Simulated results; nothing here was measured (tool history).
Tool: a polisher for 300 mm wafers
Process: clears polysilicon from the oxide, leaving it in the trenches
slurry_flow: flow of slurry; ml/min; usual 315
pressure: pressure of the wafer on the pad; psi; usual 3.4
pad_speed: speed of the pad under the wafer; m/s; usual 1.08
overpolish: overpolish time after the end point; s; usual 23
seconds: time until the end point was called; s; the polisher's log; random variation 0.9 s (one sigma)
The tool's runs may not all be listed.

run	hour	slurry_flow	pressure	pad_speed	overpolish	wafers since the last listed run	wafers polished on this pad	hours since the slurry nozzle was cleaned	hours since the head pressure was calibrated	incoming thickness of the incoming film, nm	seconds
1	0.0	315	3.4	1.08	33	0	5620	670.4	329.3	721.9	56.7
2	68.3	315	3.4	0.84	23	778	6398	738.7	397.6	714.2	68.6
# hour 92.7: worn pad replaced by a new one
3	126.9	315	3.4	1.08	23	622	389	797.3	456.2	740.6	54.0
# hour 148.8: slurry nozzle cleaned
4	218.8	315	3.4	1.08	23	1036	1426	70.0	548.1	738.2	52.5
5	255.5	315	3.4	1.08	23	418	1844	106.7	584.8	747.0	54.2
6	292.4	315	3.4	1.08	23	420	2265	143.6	621.7	741.4	53.1
7	337.6	315	3.4	1.08	23	515	2780	188.8	666.9	729.1	52.6
8	384.9	315	3.4	1.08	23	539	3319	236.1	714.2	742.1	54.6
9	451.6	315	3.4	1.08	23	760	4080	302.8	780.9	727.1	55.2
10	481.8	315	3.4	1.08	23	344	4424	333.0	811.1	719.8	55.1
# hour 546.7: worn pad replaced by a new one
11	547.2	315	3.4	1.08	23	700	5	398.4	876.5	717.6	51.2
12	589.2	315	3.4	1.08	23	478	484	440.4	918.5	718.8	50.5
13	640.9	315	3.4	1.08	23	589	1073	492.1	970.2	724.8	53.6
14	682.9	315	3.4	1.08	23	478	1552	534.1	1012.2	738.9	54.7
15	750.2	315	3.4	1.08	23	767	2320	601.4	1079.5	736.5	55.4
16	788.7	215	3.4	1.36	23	438	2758	639.9	1118.0	730.1	49.5
17	855.8	235	3.4	1.08	32	764	3523	707.0	1185.1	726.3	61.3
# hour 909.4: head pressure recalibrated
18	909.9	315	3.4	1.08	23	593	4117	761.1	0.5	717.0	58.5
# hour 1018.8: slurry nozzle cleaned
19	1081.6	315	4.4	1.08	32	1946	6064	62.8	172.2	731.5	42.2
# hour 1137.8: worn pad replaced by a new one
20	1165.1	245	4.4	1.08	15	906	311	146.3	255.7	728.9	40.8
21	1220.5	420	3.4	1.08	28	631	943	201.7	311.1	719.2	49.3
22	1277.3	360	3.4	1.08	23	647	1590	258.5	367.9	740.9	54.2
23	1305.4	315	3.4	1.08	23	320	1910	286.6	396.0	725.4	51.0
24	1388.4	315	2.9	1.08	23	946	2857	369.6	479.0	730.0	64.1
25	1460.3	315	3.4	1.20	23	819	3676	441.5	550.9	729.4	49.8
26	1513.3	420	3.4	1.08	23	604	4281	494.5	603.9	727.0	51.9
# hour 1638.4: worn pad replaced by a new one
27	1684.2	375	3.4	1.30	23	1902	521	665.4	774.8	731.0	45.8
# hour 1757.1: slurry nozzle cleaned
28	1853.3	315	3.4	1.08	23	1916	2438	96.2	943.9	738.4	54.7
29	1899.2	315	3.4	1.08	30	523	2961	142.1	989.8	722.5	53.8
30	1962.8	380	3.4	1.08	23	725	3686	205.7	1053.4	724.2	52.5
# hour 2144.1: worn pad replaced by a new one
31	2171.1	315	2.4	1.08	29	2329	307	414.0	1261.7	726.4	73.4
# hour 2193.7: head pressure recalibrated
32	2199.8	315	3.4	1.08	14	304	611	442.7	6.1	720.4	52.9
33	2267.0	315	3.4	1.08	23	766	1378	509.9	73.3	724.7	51.9
34	2309.0	315	3.4	1.08	23	478	1856	551.9	115.3	712.9	53.1
35	2342.8	315	3.4	1.08	23	385	2242	585.7	149.1	718.0	52.4

3 ways to go on from here, each from the tool as it stands after run 35. What would each give?
A	2343.2	315	3.4	1.08	35	4	2246	586.1	149.5	726.0	?
B	2343.2	250	3.4	1.44	15	4	2246	586.1	149.5	726.0	?
C	2343.2	315	2.3	0.80	23	4	2246	586.1	149.5	726.0	?

run	seconds
A	55.5
B	45.3
C	103.8
Without the tool's hidden state the same runs would have given:
run	seconds
A	51.3
B	41.4
C	96.0
